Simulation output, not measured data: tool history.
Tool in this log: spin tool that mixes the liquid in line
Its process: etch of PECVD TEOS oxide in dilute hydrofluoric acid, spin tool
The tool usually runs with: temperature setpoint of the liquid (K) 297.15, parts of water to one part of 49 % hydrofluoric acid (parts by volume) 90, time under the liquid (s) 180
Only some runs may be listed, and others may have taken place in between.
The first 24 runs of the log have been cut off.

run	hour	temperature setpoint of the liquid (K)	parts of water to one part of 49 % hydrofluoric acid (parts by volume)	time under the liquid (s)	read-back film thickness of the PECVD TEOS oxide reference wafer, read on the same gauge (nm)	thickness taken off the PECVD TEOS oxide on a monitor wafer (angstrom)
25	1119.5	297.15	55	240	70	728.1
26	1172.1	297.15	90	180	70.01	313.5
27	1329	295.15	90	285	69.94	460.1
28	1481.1	300.15	90	180	70.02	360.1
29	1512.6	297.15	50	255	70	859.1
# hour 1530: gauge calibrated
30	1548.3	297.15	90	180	69.99	318.1
31	1584.8	293.65	90	180	70.03	275.5
32	1630	297.15	90	180	69.95	317

Below are 5 alternative next runs, each starting from the tool's condition after run 32. Predict each:
A	1630.5	297.15	90	180	?	?
B	1630.5	300.65	90	280	?	?
C	1630.5	292.65	90	270	?	?
D	1630.5	300.65	105	145	?	?
E	1630.5	294.15	90	125	?	?

run	read-back film thickness of the PECVD TEOS oxide reference wafer, read on the same gauge (nm)	thickness taken off the PECVD TEOS oxide on a monitor wafer (angstrom)
A	70.04	319.9
B	70.04	570.3
C	70.04	400.1
D	70.04	248
E	70.04	197
Stripped of hidden state, with their random variation kept, the same runs would have yielded:
run	thickness taken off the PECVD TEOS oxide on a monitor wafer (angstrom)
A	308.2
B	550.1
C	384.9
D	239.3
E	189.6
